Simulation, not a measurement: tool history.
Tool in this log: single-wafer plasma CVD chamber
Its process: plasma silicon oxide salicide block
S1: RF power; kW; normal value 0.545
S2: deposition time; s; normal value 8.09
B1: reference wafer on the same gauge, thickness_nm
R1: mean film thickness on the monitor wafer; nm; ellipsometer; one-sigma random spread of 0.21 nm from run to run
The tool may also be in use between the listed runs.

run	day	S1	S2	B1	R1
1	0	0.545	8.09	67.772	78.526
2	13.138	0.545	8.09	67.83	78.204
3	15.492	0.545	8.09	67.874	78.394
4	19.808	0.545	8.09	67.787	78.443
5	24.112	0.49	8.09	67.85	76.325
# day 27.412: gauge calibrated
6	27.546	0.57	7.28	67.759	70.527
7	29.388	0.57	7.28	67.819	70.392
# day 30.2: RF generator calibrated
8	33.654	0.545	8.09	67.88	79.146
# day 34.062: showerhead replaced
9	36.742	0.545	8.09	67.809	79.187
10	38.388	0.545	8.09	67.834	79.089
11	42.058	0.465	7.54	67.749	71.279
12	45.95	0.545	8.79	67.779	85.738
13	50.075	0.61	7.45	67.813	74.443
14	53.008	0.63	6.76	67.786	67.906
15	55.4	0.635	8.09	67.804	81.656

Expected results for the next run?
16	57.708	0.545	6.78	?	?

{"run 16": {"B1": 67.834, "R1": 65.837}}
With the hidden condition absent and the run-to-run variation left alone, this run would have shown R1 66.298 nm.
